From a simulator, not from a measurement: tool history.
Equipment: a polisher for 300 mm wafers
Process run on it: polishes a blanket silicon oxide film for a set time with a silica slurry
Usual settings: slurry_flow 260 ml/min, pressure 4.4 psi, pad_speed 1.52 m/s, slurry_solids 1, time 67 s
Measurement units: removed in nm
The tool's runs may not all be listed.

| run | hour | slurry_flow | pressure | pad_speed | slurry_solids | time | incoming thickness of the incoming film, nm | removed |
|---|---|---|---|---|---|---|---|---|
| 1 | 0 | 260 | 4.4 | 1.52 | 1 | 67 | 1704.4 | 289.3 |
|  | 6.3 | conditioning disc replaced and pad reconditioned |
| 2 | 52.3 | 260 | 4.4 | 1.52 | 1 | 67 | 1682.2 | 284 |
| 3 | 108.6 | 260 | 4.4 | 1.2 | 1 | 67 | 1740.4 | 237 |
| 4 | 155.7 | 260 | 4.4 | 1.2 | 1 | 67 | 1722.8 | 238.7 |
|  | 174.8 | slurry blender recalibrated |
|  | 228.3 | worn pad replaced by a new one |
| 5 | 367.5 | 260 | 4.4 | 1.52 | 1 | 67 | 1676.3 | 287.8 |
|  | 378.6 | slurry nozzle cleaned |
| 6 | 437.3 | 260 | 4.4 | 1.52 | 1.1 | 67 | 1678.8 | 300.1 |
|  | 467.5 | slurry blender recalibrated |
|  | 486.3 | worn pad replaced by a new one |
| 7 | 489.2 | 260 | 3.5 | 1.52 | 1 | 67 | 1712.8 | 227.2 |
|  | 515.9 | head pressure recalibrated |
| 8 | 526.2 | 260 | 3.4 | 1.52 | 1 | 67 | 1713.5 | 223.7 |
| 9 | 553.2 | 260 | 3.4 | 1.52 | 1 | 67 | 1693.8 | 221 |
|  | 590 | conditioning disc replaced and pad reconditioned |
| 10 | 596.5 | 260 | 4.4 | 1.1 | 1 | 67 | 1706 | 224.2 |
| 11 | 644.7 | 260 | 4.4 | 1.1 | 1 | 67 | 1712.3 | 220.1 |
| 12 | 682.1 | 300 | 4.4 | 1.52 | 1 | 67 | 1723.5 | 295.2 |
|  | 726.4 | worn pad replaced by a new one |
| 13 | 733.4 | 260 | 5.2 | 1.02 | 1.25 | 47 | 1680.4 | 186.7 |
|  | 774.7 | slurry blender recalibrated |
| 14 | 776.7 | 260 | 4.4 | 1.52 | 1 | 67 | 1714 | 288.5 |
| 15 | 819.3 | 260 | 4.9 | 1.52 | 1 | 84 | 1695.8 | 404.2 |
| 16 | 857.5 | 180 | 4.4 | 1.52 | 1 | 67 | 1712 | 275.7 |
| 17 | 900 | 260 | 4.4 | 1.52 | 1 | 67 | 1700.5 | 286.2 |
| 18 | 937.4 | 320 | 4.4 | 1.26 | 1 | 67 | 1704.4 | 251.7 |
| 19 | 984.5 | 195 | 4.4 | 1.52 | 0.85 | 80 | 1712 | 313.4 |
|  | 1016.6 | worn pad replaced by a new one |
| 20 | 1020.2 | 260 | 4.4 | 1.52 | 1 | 67 | 1692.9 | 290.9 |
|  | 1045.2 | slurry blender recalibrated |
|  | 1064.3 | conditioning disc replaced and pad reconditioned |
| 21 | 1124.1 | 260 | 4.4 | 1.52 | 0.85 | 67 | 1707.7 | 272.8 |
| 22 | 1164.3 | 260 | 4.4 | 1.52 | 1 | 67 | 1700.3 | 289 |
| 23 | 1224.9 | 230 | 4.4 | 1.52 | 0.8 | 47 | 1688.5 | 184.8 |
|  | 1226.3 | slurry nozzle cleaned |
|  | 1258.7 | worn pad replaced by a new one |
| 24 | 1274.5 | 215 | 4.4 | 1.36 | 1 | 84 | 1692.9 | 317.4 |

What was the tool's hidden state at every run in the log?
removal rate lost through wear of the pad, %: 0, the same for each run
slurry flow missing at the pad, %: 0, the same for each run
deviation of the head's pressure from its setpoint, %: 0, the same for each run
abrasive missing from the slurry, %: 0, the same for each run
time polished since the conditioner stopped cutting, s: 0, the same for each run

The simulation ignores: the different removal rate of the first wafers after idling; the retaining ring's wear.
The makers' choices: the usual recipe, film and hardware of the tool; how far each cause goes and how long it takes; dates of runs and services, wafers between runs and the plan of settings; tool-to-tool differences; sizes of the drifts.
